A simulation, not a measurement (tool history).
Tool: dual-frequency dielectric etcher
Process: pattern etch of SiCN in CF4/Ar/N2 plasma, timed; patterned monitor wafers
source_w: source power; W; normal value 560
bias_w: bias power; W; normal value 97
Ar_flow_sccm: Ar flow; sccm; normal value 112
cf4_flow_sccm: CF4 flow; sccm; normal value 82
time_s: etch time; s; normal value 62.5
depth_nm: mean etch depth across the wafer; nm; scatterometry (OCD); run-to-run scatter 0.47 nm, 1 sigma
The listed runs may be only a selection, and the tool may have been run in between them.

| run | day | source_w | bias_w | Ar_flow_sccm | cf4_flow_sccm | time_s | wafers since the last listed run | hours since the last wet clean | hours since the last source power generator calibration | hours since the last bias power generator calibration | hours since the last Ar flow controller change | hours since the last CF4 flow controller change | hours since the last upper electrode change | hours since the gauge calibration | read-back reference wafer on the same gauge, depth_nm | depth_nm |
|---|---|---|---|---|---|---|---|---|---|---|---|---|---|---|---|---|
| 1 | 0 | 560 | 97 | 112 | 82 | 62.5 | 0 | 205.4 | 1805 | 1703.2 | 1925.6 | 2224.1 | 1532.5 | 72.5 | 82.4 | 68.4 |
| 2 | 0.825 | 560 | 97 | 112 | 82 | 62.5 | 301 | 225.2 | 1824.8 | 1723 | 1945.4 | 2243.9 | 1552.3 | 92.3 | 82.5 | 68.7 |
| 3 | 1.358 | 560 | 97 | 112 | 82 | 62.5 | 194 | 238 | 1837.6 | 1735.8 | 1958.2 | 2256.7 | 1565.1 | 105.1 | 82.3 | 68.2 |
| 4 | 2.721 | 560 | 97 | 112 | 82 | 62.5 | 497 | 270.7 | 1870.3 | 1768.5 | 1990.9 | 2289.4 | 1597.8 | 137.8 | 82.4 | 67.6 |
| 5 | 3.388 | 560 | 97 | 112 | 82 | 62.5 | 243 | 286.7 | 1886.3 | 1784.5 | 2006.9 | 2305.4 | 1613.8 | 153.8 | 82.4 | 68.4 |
| 6 | 3.979 | 560 | 97 | 112 | 82 | 62.5 | 216 | 300.9 | 1900.5 | 1798.7 | 2021.1 | 2319.6 | 1628 | 168 | 82.4 | 68.5 |
| 7 | 5.362 | 560 | 97 | 112 | 82 | 62.5 | 505 | 334.1 | 1933.7 | 1831.9 | 2054.3 | 2352.8 | 1661.2 | 201.2 | 82.4 | 68.1 |
|  | 6.258 | Ar flow controller replaced |
| 8 | 6.646 | 560 | 97 | 112 | 82 | 62.5 | 377 | 364.9 | 1964.5 | 1862.7 | 9.3 | 2383.6 | 1692 | 232 | 82.4 | 67.9 |
| 9 | 7.442 | 560 | 97 | 112 | 82 | 62.5 | 290 | 384 | 1983.6 | 1881.8 | 28.4 | 2402.7 | 1711.1 | 251.1 | 82.3 | 67.8 |
| 10 | 8.104 | 560 | 97 | 112 | 82 | 62.5 | 242 | 399.9 | 1999.5 | 1897.7 | 44.3 | 2418.6 | 1727 | 267 | 82.2 | 68.3 |
|  | 8.742 | source power generator calibrated |
| 11 | 8.788 | 560 | 97 | 112 | 82 | 62.5 | 188 | 416.3 | 1.1 | 1914.1 | 60.7 | 2435 | 1743.4 | 283.4 | 82.4 | 67.9 |
| 12 | 9.875 | 560 | 97 | 112 | 82 | 62.5 | 397 | 442.4 | 27.2 | 1940.2 | 86.8 | 2461.1 | 1769.5 | 309.5 | 82.4 | 66.8 |
|  | 10.45 | gauge calibrated |
|  | 10.483 | CF4 flow controller replaced |
|  | 11.225 | wet clean of the chamber |
| 13 | 11.246 | 640 | 97 | 112 | 82 | 62.5 | 139 | 0.5 | 60.1 | 1973.1 | 119.7 | 18.3 | 1802.4 | 19.1 | 82.4 | 79.3 |
|  | 12.521 | upper electrode replaced |
|  | 12.575 | bias power generator calibrated |
| 14 | 12.596 | 700 | 97 | 112 | 82 | 76 | 107 | 32.9 | 92.5 | 0.5 | 152.1 | 50.7 | 1.8 | 51.5 | 82.4 | 103.1 |
| 15 | 12.612 | 560 | 97 | 97 | 82 | 62.5 | 6 | 33.3 | 92.9 | 0.9 | 152.5 | 51.1 | 2.2 | 51.9 | 82.3 | 70.8 |
| 16 | 13.579 | 560 | 118 | 96 | 82 | 71.5 | 353 | 56.5 | 116.1 | 24.1 | 175.7 | 74.3 | 25.4 | 75.1 | 82.4 | 86.2 |
| 17 | 14.912 | 510 | 97 | 96 | 70 | 55.5 | 487 | 88.5 | 148.1 | 56.1 | 207.7 | 106.3 | 57.4 | 107.1 | 82.4 | 55.5 |
| 18 | 15.95 | 510 | 97 | 112 | 100 | 62.5 | 379 | 113.4 | 173 | 81 | 232.6 | 131.2 | 82.3 | 132 | 82.2 | 64.6 |

Consider 4 possible next runs. They are alternatives, not a sequence: every one starts from the tool as it was left by run 18. What does each give?
| A | 15.967 | 560 | 97 | 112 | 82 | 62.5 | 6 | 113.8 | 173.4 | 81.4 | 233 | 131.6 | 82.7 | 132.4 | ? | ? |
| B | 15.967 | 460 | 97 | 112 | 100 | 62.5 | 6 | 113.8 | 173.4 | 81.4 | 233 | 131.6 | 82.7 | 132.4 | ? | ? |
| C | 15.967 | 560 | 97 | 122 | 82 | 45 | 6 | 113.8 | 173.4 | 81.4 | 233 | 131.6 | 82.7 | 132.4 | ? | ? |
| D | 15.967 | 560 | 90 | 112 | 82 | 62.5 | 6 | 113.8 | 173.4 | 81.4 | 233 | 131.6 | 82.7 | 132.4 | ? | ? |

| run | read-back reference wafer on the same gauge, depth_nm | depth_nm |
|---|---|---|
| A | 82.4 | 69.3 |
| B | 82.4 | 59.6 |
| C | 82.4 | 49.5 |
| D | 82.4 | 67.8 |
Had the tool no hidden state, the same runs would have come out as:
| run | depth_nm |
|---|---|
| A | 69.6 |
| B | 59.8 |
| C | 49.7 |
| D | 68.1 |
